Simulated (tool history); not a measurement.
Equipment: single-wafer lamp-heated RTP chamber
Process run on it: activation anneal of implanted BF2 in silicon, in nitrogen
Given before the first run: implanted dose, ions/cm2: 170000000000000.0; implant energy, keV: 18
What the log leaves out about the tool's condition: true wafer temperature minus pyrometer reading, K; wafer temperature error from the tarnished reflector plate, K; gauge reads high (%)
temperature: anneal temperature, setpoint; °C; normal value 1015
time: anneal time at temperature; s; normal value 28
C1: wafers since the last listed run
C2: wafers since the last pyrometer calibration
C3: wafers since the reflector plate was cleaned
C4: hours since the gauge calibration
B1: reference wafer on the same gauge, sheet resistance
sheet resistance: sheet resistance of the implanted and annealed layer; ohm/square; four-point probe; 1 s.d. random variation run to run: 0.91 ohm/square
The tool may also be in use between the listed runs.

{"run": 1, "hour": 0.0, "temperature": 1015, "time": 28, "C1": 0, "C2": 9024, "C3": 5922, "C4": 82.1, "B1": 682.16, "sheet resistance": 609.31}
{"run": 2, "hour": 9.2, "temperature": 1023, "time": 32, "C1": 81, "C2": 9105, "C3": 6003, "C4": 91.3, "B1": 682.04, "sheet resistance": 605.49}
{"run": 3, "hour": 27.1, "temperature": 1023, "time": 32, "C1": 158, "C2": 9263, "C3": 6161, "C4": 109.2, "B1": 682.98, "sheet resistance": 607.81}
{"run": 4, "hour": 41.7, "temperature": 1023, "time": 32, "C1": 129, "C2": 9392, "C3": 6290, "C4": 123.8, "B1": 682.71, "sheet resistance": 608.17}
{"run": 5, "hour": 48.9, "temperature": 1015, "time": 28, "C1": 63, "C2": 9456, "C3": 6354, "C4": 131, "B1": 683.43, "sheet resistance": 608.7}
{"hour": 95.9, "done": "reflector plate cleaned"}
{"run": 6, "hour": 96.4, "temperature": 1015, "time": 28, "C1": 349, "C2": 9805, "C3": 4, "C4": 178.5, "B1": 684.84, "sheet resistance": 611.29}
{"hour": 112.5, "done": "pyrometer window cleaned and pyrometer calibrated"}
{"run": 7, "hour": 113.0, "temperature": 1015, "time": 28, "C1": 76, "C2": 4, "C3": 80, "C4": 195.1, "B1": 684.62, "sheet resistance": 611}
{"run": 8, "hour": 121.9, "temperature": 1015, "time": 28, "C1": 78, "C2": 82, "C3": 159, "C4": 204, "B1": 685.51, "sheet resistance": 612.09}
{"run": 9, "hour": 143.3, "temperature": 1015, "time": 28, "C1": 189, "C2": 272, "C3": 348, "C4": 225.4, "B1": 685.78, "sheet resistance": 613.28}
{"run": 10, "hour": 152.2, "temperature": 1015, "time": 28, "C1": 78, "C2": 350, "C3": 427, "C4": 234.3, "B1": 685.9, "sheet resistance": 612.4}
{"run": 11, "hour": 162.7, "temperature": 1031, "time": 28, "C1": 92, "C2": 443, "C3": 520, "C4": 244.8, "B1": 685.91, "sheet resistance": 610.22}
{"run": 12, "hour": 173.1, "temperature": 1005, "time": 41, "C1": 91, "C2": 535, "C3": 611, "C4": 255.2, "B1": 687.19, "sheet resistance": 611.96}
{"hour": 187.9, "done": "gauge calibrated"}
{"run": 13, "hour": 189.4, "temperature": 1015, "time": 28, "C1": 144, "C2": 679, "C3": 756, "C4": 1.5, "B1": 678.07, "sheet resistance": 605.95}
{"run": 14, "hour": 206.8, "temperature": 1043, "time": 18, "C1": 153, "C2": 833, "C3": 909, "C4": 18.9, "B1": 677.97, "sheet resistance": 608.92}
{"run": 15, "hour": 213.3, "temperature": 1041, "time": 16, "C1": 57, "C2": 890, "C3": 967, "C4": 25.4, "B1": 678.97, "sheet resistance": 610.77}
{"run": 16, "hour": 237.7, "temperature": 1015, "time": 28, "C1": 215, "C2": 1106, "C3": 1183, "C4": 49.8, "B1": 679.33, "sheet resistance": 608.28}
{"run": 17, "hour": 253.4, "temperature": 1007, "time": 16, "C1": 138, "C2": 1245, "C3": 1321, "C4": 65.5, "B1": 679.67, "sheet resistance": 613.61}
{"run": 18, "hour": 264.7, "temperature": 1015, "time": 28, "C1": 99, "C2": 1345, "C3": 1421, "C4": 76.8, "B1": 680.63, "sheet resistance": 607.67}
{"run": 19, "hour": 272.9, "temperature": 1032, "time": 24, "C1": 72, "C2": 1417, "C3": 1494, "C4": 85, "B1": 680.26, "sheet resistance": 608.66}
{"run": 20, "hour": 281.5, "temperature": 1015, "time": 44, "C1": 76, "C2": 1493, "C3": 1570, "C4": 93.6, "B1": 679.93, "sheet resistance": 601.28}
{"run": 21, "hour": 292.1, "temperature": 1007, "time": 23, "C1": 93, "C2": 1587, "C3": 1663, "C4": 104.2, "B1": 681.13, "sheet resistance": 612.46}
{"run": 22, "hour": 303.3, "temperature": 1036, "time": 21, "C1": 99, "C2": 1686, "C3": 1762, "C4": 115.4, "B1": 681.22, "sheet resistance": 608.29}

Each row is a separate what-if for the run after 22, all from the same tool condition, not one after another. Results?
{"run": "A", "hour": 303.7, "temperature": 1035, "time": 28, "C1": 3, "C2": 1689, "C3": 1766, "C4": 115.8, "B1": "?", "sheet resistance": "?"}
{"run": "B", "hour": 303.7, "temperature": 998, "time": 24, "C1": 3, "C2": 1689, "C3": 1766, "C4": 115.8, "B1": "?", "sheet resistance": "?"}
{"run": "C", "hour": 303.7, "temperature": 1025, "time": 41, "C1": 3, "C2": 1689, "C3": 1766, "C4": 115.8, "B1": "?", "sheet resistance": "?"}
{"run": "D", "hour": 303.7, "temperature": 1023, "time": 13, "C1": 3, "C2": 1689, "C3": 1766, "C4": 115.8, "B1": "?", "sheet resistance": "?"}

run=A B1=681.13 sheet_resistance=607.35
run=B B1=681.13 sheet_resistance=615.4
run=C B1=681.13 sheet_resistance=603.75
run=D B1=681.13 sheet_resistance=617.81
What these runs would have given with no unlogged condition in the tool:
run=A sheet_resistance=604.41
run=B sheet_resistance=612.42
run=C sheet_resistance=600.82
run=D sheet_resistance=614.82
